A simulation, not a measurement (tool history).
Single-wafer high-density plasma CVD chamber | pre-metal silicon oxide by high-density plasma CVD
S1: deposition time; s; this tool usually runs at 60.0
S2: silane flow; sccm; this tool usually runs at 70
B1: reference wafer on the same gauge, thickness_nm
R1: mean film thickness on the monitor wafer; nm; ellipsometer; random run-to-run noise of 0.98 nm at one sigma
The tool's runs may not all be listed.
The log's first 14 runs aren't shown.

run    hour    S1  S2       B1       R1
 15   355.8  53.3  62  353.713  343.792
 16   370.9  65.9  70  353.919  462.238
 17   402.3  60.0  70  354.091  420.478
 18   421.2  60.0  63  354.306  393.134
 19   436.6  53.9  70  353.532  376.831
 20   461.4  60.0  79  353.997  455.718
      476.5  -- silane flow controller replaced
 21   492.3  60.0  70  354.098  419.717
      517.4  -- gauge calibrated
 22   523.8  67.1  62  353.842  431.941
 23   548.1  65.5  82  353.698  509.540
 24   583.2  60.0  70  354.105  419.813
 25   606.2  60.0  70  353.692  418.386
 26   640.6  60.0  76  353.669  444.446
 27   676.4  52.8  78  354.036  395.805
 28   692.1  60.0  70  354.134  419.415
 29   711.5  71.8  59  353.826  450.777
 30   731.8  50.7  75  354.099  370.811
 31   759.2  50.5  70  353.735  353.533
 32   778.3  71.7  64  353.874  474.168
 33   791.8  56.8  80  353.750  435.768
 34   821.3  64.6  70  353.705  451.662
 35   928.5  60.0  65  353.837  400.850
 36  1026.6  71.7  81  353.711  552.308
 37  1054.0  65.0  70  354.228  455.793

What if the next run were any one of these 3? Each begins from the tool's condition after run 37:
  A  1054.4  50.0  70   ?   ?
  B  1054.4  50.5  77   ?   ?
  C  1054.4  54.5  70   ?   ?

run       B1       R1
  A  354.044  350.029
  B  354.044  376.596
  C  354.044  381.531
Without the tool's hidden state the same runs would have given:
run       R1
  A  350.029
  B  376.596
  C  381.531
